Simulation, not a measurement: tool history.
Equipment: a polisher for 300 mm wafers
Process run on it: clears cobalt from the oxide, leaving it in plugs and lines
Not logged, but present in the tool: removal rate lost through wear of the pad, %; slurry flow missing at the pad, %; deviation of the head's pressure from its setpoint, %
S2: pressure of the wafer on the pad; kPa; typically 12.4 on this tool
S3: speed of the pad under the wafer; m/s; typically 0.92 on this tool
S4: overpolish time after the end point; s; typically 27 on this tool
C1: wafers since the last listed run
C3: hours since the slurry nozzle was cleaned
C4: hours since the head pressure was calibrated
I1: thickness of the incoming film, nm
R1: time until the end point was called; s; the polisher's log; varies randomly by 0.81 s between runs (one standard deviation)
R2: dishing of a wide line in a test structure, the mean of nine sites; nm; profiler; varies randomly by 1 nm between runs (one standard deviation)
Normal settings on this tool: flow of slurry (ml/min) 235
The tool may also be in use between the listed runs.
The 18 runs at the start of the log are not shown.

{"run": 19, "day": 37.554, "flow of slurry (ml/min)": 300, "S2": 15.2, "S3": 0.74, "S4": 42, "C1": 582, "wafers polished on this pad": 3139, "C3": 218.8, "C4": 617.2, "I1": 197.7, "R1": 46.3, "R2": 82.4}
{"day": 39.967, "done": "worn pad replaced by a new one"}
{"run": 20, "day": 44.471, "flow of slurry (ml/min)": 235, "S2": 12.4, "S3": 0.82, "S4": 27, "C1": 1542, "wafers polished on this pad": 1028, "C3": 384.8, "C4": 783.2, "I1": 204.2, "R1": 53, "R2": 65.9}
{"run": 21, "day": 46.329, "flow of slurry (ml/min)": 235, "S2": 13.8, "S3": 0.92, "S4": 27, "C1": 424, "wafers polished on this pad": 1453, "C3": 429.4, "C4": 827.8, "I1": 202.8, "R1": 42.8, "R2": 72.7}
{"day": 47.412, "done": "slurry nozzle cleaned"}
{"run": 22, "day": 47.438, "flow of slurry (ml/min)": 310, "S2": 12.4, "S3": 0.6, "S4": 27, "C1": 243, "wafers polished on this pad": 1697, "C3": 0.6, "C4": 854.4, "I1": 204.2, "R1": 66.4, "R2": 61.1}
{"day": 47.604, "done": "head pressure recalibrated"}
{"run": 23, "day": 48.442, "flow of slurry (ml/min)": 235, "S2": 9.7, "S3": 0.92, "S4": 27, "C1": 210, "wafers polished on this pad": 1907, "C3": 24.7, "C4": 20.1, "I1": 198.6, "R1": 56.7, "R2": 62.4}
{"run": 24, "day": 50.392, "flow of slurry (ml/min)": 315, "S2": 9, "S3": 1, "S4": 41, "C1": 445, "wafers polished on this pad": 2352, "C3": 71.5, "C4": 66.9, "I1": 197.9, "R1": 56.7, "R2": 74}
{"run": 25, "day": 52.608, "flow of slurry (ml/min)": 285, "S2": 12.4, "S3": 0.92, "S4": 27, "C1": 506, "wafers polished on this pad": 2859, "C3": 124.7, "C4": 120.1, "I1": 201.4, "R1": 47.2, "R2": 69.6}
{"run": 26, "day": 53.629, "flow of slurry (ml/min)": 295, "S2": 9, "S3": 0.92, "S4": 27, "C1": 233, "wafers polished on this pad": 3092, "C3": 149.2, "C4": 144.6, "I1": 198.1, "R1": 60.4, "R2": 61.1}
{"run": 27, "day": 54.946, "flow of slurry (ml/min)": 235, "S2": 12.4, "S3": 0.92, "S4": 27, "C1": 300, "wafers polished on this pad": 3393, "C3": 180.8, "C4": 176.2, "I1": 196, "R1": 45.2, "R2": 69.8}
{"run": 28, "day": 56.512, "flow of slurry (ml/min)": 235, "S2": 12.4, "S3": 0.92, "S4": 27, "C1": 357, "wafers polished on this pad": 3751, "C3": 218.4, "C4": 213.8, "I1": 199, "R1": 47.3, "R2": 68.1}
{"run": 29, "day": 58.717, "flow of slurry (ml/min)": 205, "S2": 13.8, "S3": 0.7, "S4": 39, "C1": 503, "wafers polished on this pad": 4255, "C3": 271.3, "C4": 266.7, "I1": 197.3, "R1": 53.2, "R2": 76.2}
{"day": 59.171, "done": "worn pad replaced by a new one"}
{"run": 30, "day": 65.25, "flow of slurry (ml/min)": 155, "S2": 12.4, "S3": 0.92, "S4": 17, "C1": 1454, "wafers polished on this pad": 1388, "C3": 428.1, "C4": 423.5, "I1": 201.5, "R1": 48.6, "R2": 53.9}
{"day": 65.733, "done": "slurry nozzle cleaned"}
{"run": 31, "day": 66.538, "flow of slurry (ml/min)": 170, "S2": 12.4, "S3": 0.66, "S4": 27, "C1": 284, "wafers polished on this pad": 1673, "C3": 19.3, "C4": 454.4, "I1": 200.3, "R1": 64.3, "R2": 59.9}
{"run": 32, "day": 68.908, "flow of slurry (ml/min)": 235, "S2": 9.7, "S3": 0.92, "S4": 41, "C1": 541, "wafers polished on this pad": 2214, "C3": 76.2, "C4": 511.3, "I1": 197.9, "R1": 58.3, "R2": 75.2}
{"run": 33, "day": 70.646, "flow of slurry (ml/min)": 215, "S2": 12.4, "S3": 0.92, "S4": 27, "C1": 396, "wafers polished on this pad": 2611, "C3": 117.9, "C4": 553, "I1": 199.8, "R1": 48.4, "R2": 68.8}

Forecast each of these 5 alternatives for the next run:
{"run": "A", "day": 70.667, "flow of slurry (ml/min)": 235, "S2": 12.4, "S3": 0.92, "S4": 27, "C1": 4, "wafers polished on this pad": 2616, "C3": 118.4, "C4": 553.5, "I1": 202.6, "R1": "?", "R2": "?"}
{"run": "B", "day": 70.667, "flow of slurry (ml/min)": 235, "S2": 8.3, "S3": 1.12, "S4": 27, "C1": 4, "wafers polished on this pad": 2616, "C3": 118.4, "C4": 553.5, "I1": 202.6, "R1": "?", "R2": "?"}
{"run": "C", "day": 70.667, "flow of slurry (ml/min)": 180, "S2": 12.4, "S3": 0.92, "S4": 34, "C1": 4, "wafers polished on this pad": 2616, "C3": 118.4, "C4": 553.5, "I1": 202.6, "R1": "?", "R2": "?"}
{"run": "D", "day": 70.667, "flow of slurry (ml/min)": 305, "S2": 12.4, "S3": 0.92, "S4": 40, "C1": 4, "wafers polished on this pad": 2616, "C3": 118.4, "C4": 553.5, "I1": 202.6, "R1": "?", "R2": "?"}
{"run": "E", "day": 70.667, "flow of slurry (ml/min)": 280, "S2": 10.3, "S3": 0.92, "S4": 32, "C1": 4, "wafers polished on this pad": 2616, "C3": 118.4, "C4": 553.5, "I1": 202.6, "R1": "?", "R2": "?"}

run=A R1=49.6 R2=69.8
run=B R1=59.7 R2=64.6
run=C R1=51.2 R2=74.8
run=D R1=48.4 R2=79.3
run=E R1=57.2 R2=70.7
Without the tool's unlogged condition, the same runs would have read:
run=A R1=49.6 R2=69.8
run=B R1=59.7 R2=64.6
run=C R1=51.2 R2=74.8
run=D R1=48.4 R2=79.3
run=E R1=57.2 R2=70.7
